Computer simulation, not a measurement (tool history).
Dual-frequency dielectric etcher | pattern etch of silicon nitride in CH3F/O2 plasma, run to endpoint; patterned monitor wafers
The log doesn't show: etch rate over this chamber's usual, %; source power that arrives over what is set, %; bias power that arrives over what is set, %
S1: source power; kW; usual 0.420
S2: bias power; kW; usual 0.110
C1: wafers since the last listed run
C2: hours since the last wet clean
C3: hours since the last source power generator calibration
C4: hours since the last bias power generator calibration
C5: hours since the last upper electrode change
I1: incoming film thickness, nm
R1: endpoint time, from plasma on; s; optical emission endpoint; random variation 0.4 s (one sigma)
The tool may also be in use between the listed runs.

run 1 hour=0.0 | S1=0.420 S2=0.110 | C1=0 C2=485.3 C3=3193.7 C4=3926.6 C5=5247.2 | I1=72.0 | R1=65.1
run 2 hour=45.5 | S1=0.420 S2=0.110 | C1=261 C2=530.8 C3=3239.2 C4=3972.1 C5=5292.7 | I1=72.0 | R1=65.2
run 3 hour=62.3 | S1=0.370 S2=0.118 | C1=96 C2=547.6 C3=3256.0 C4=3988.9 C5=5309.5 | I1=71.6 | R1=64.2
run 4 hour=75.7 | S1=0.450 S2=0.110 | C1=77 C2=561.0 C3=3269.4 C4=4002.3 C5=5322.9 | I1=72.0 | R1=63.4
run 5 hour=82.0 | S1=0.420 S2=0.110 | C1=36 C2=567.3 C3=3275.7 C4=4008.6 C5=5329.2 | I1=72.0 | R1=65.1
run 6 hour=96.5 | S1=0.420 S2=0.110 | C1=83 C2=581.8 C3=3290.2 C4=4023.1 C5=5343.7 | I1=72.4 | R1=65.6
-- hour=135.4 wet clean of the chamber
run 7 hour=135.9 | S1=0.450 S2=0.096 | C1=88 C2=0.5 C3=3329.6 C4=4062.5 C5=5383.1 | I1=72.8 | R1=66.2
run 8 hour=136.3 | S1=0.450 S2=0.096 | C1=2 C2=0.9 C3=3330.0 C4=4062.9 C5=5383.5 | I1=71.8 | R1=64.8
run 9 hour=137.3 | S1=0.420 S2=0.128 | C1=5 C2=1.9 C3=3331.0 C4=4063.9 C5=5384.5 | I1=71.7 | R1=60.4
run 10 hour=150.1 | S1=0.450 S2=0.116 | C1=73 C2=14.7 C3=3343.8 C4=4076.7 C5=5397.3 | I1=72.5 | R1=62.1
run 11 hour=167.2 | S1=0.450 S2=0.116 | C1=98 C2=31.8 C3=3360.9 C4=4093.8 C5=5414.4 | I1=72.2 | R1=60.5
run 12 hour=178.8 | S1=0.450 S2=0.116 | C1=66 C2=43.4 C3=3372.5 C4=4105.4 C5=5426.0 | I1=72.6 | R1=62.2
run 13 hour=193.6 | S1=0.420 S2=0.110 | C1=85 C2=58.2 C3=3387.3 C4=4120.2 C5=5440.8 | I1=72.8 | R1=64.0
run 14 hour=210.7 | S1=0.340 S2=0.110 | C1=98 C2=75.3 C3=3404.4 C4=4137.3 C5=5457.9 | I1=72.5 | R1=65.9
-- hour=222.1 bias power generator calibrated
-- hour=234.3 source power generator calibrated
-- hour=236.0 upper electrode replaced, of another model than before
run 15 hour=236.5 | S1=0.510 S2=0.137 | C1=92 C2=101.1 C3=2.2 C4=14.4 C5=0.5 | I1=72.0 | R1=57.2
run 16 hour=256.6 | S1=0.390 S2=0.117 | C1=115 C2=121.2 C3=22.3 C4=34.5 C5=20.6 | I1=71.6 | R1=64.6
run 17 hour=264.6 | S1=0.420 S2=0.136 | C1=45 C2=129.2 C3=30.3 C4=42.5 C5=28.6 | I1=71.7 | R1=60.9
run 18 hour=272.4 | S1=0.320 S2=0.110 | C1=44 C2=137.0 C3=38.1 C4=50.3 C5=36.4 | I1=72.5 | R1=70.0
run 19 hour=281.5 | S1=0.420 S2=0.110 | C1=52 C2=146.1 C3=47.2 C4=59.4 C5=45.5 | I1=71.1 | R1=63.1
run 20 hour=297.1 | S1=0.420 S2=0.110 | C1=89 C2=161.7 C3=62.8 C4=75.0 C5=61.1 | I1=72.1 | R1=64.4
run 21 hour=305.7 | S1=0.450 S2=0.116 | C1=49 C2=170.3 C3=71.4 C4=83.6 C5=69.7 | I1=71.2 | R1=61.0
run 22 hour=321.6 | S1=0.350 S2=0.132 | C1=91 C2=186.2 C3=87.3 C4=99.5 C5=85.6 | I1=72.6 | R1=66.2
run 23 hour=328.8 | S1=0.520 S2=0.132 | C1=41 C2=193.4 C3=94.5 C4=106.7 C5=92.8 | I1=71.7 | R1=58.1
run 24 hour=343.8 | S1=0.500 S2=0.122 | C1=86 C2=208.4 C3=109.5 C4=121.7 C5=107.8 | I1=72.3 | R1=60.3
run 25 hour=357.1 | S1=0.420 S2=0.110 | C1=76 C2=221.7 C3=122.8 C4=135.0 C5=121.1 | I1=71.2 | R1=64.2
run 26 hour=370.5 | S1=0.420 S2=0.110 | C1=77 C2=235.1 C3=136.2 C4=148.4 C5=134.5 | I1=72.1 | R1=64.4

Hidden state or all else? Some run-to-run changes of R1, split into what the settings, what came in and random variation would give without the hidden state, and what is left for the hidden state (with any gauge scatter that isn't in both results):
Run 1 -> 2: no setting changed, nothing entered. R1 +0.1 s: hidden state +0.2, all else -0.1.
Run 6 -> 7: S1 0.420 -> 0.450, S2 0.110 -> 0.096, wet clean of the chamber. R1 +0.6 s: hidden state -2.2, all else +2.8.
Run 14 -> 15: S1 0.340 -> 0.510, S2 0.110 -> 0.137, bias power generator calibrated, source power generator calibrated, upper electrode replaced, of another model than before. R1 -8.7 s: hidden state +0.0, all else -8.7.
Run 17 -> 18: S1 0.420 -> 0.320, S2 0.136 -> 0.110. R1 +9.1 s: hidden state +0.2, all else +8.9.
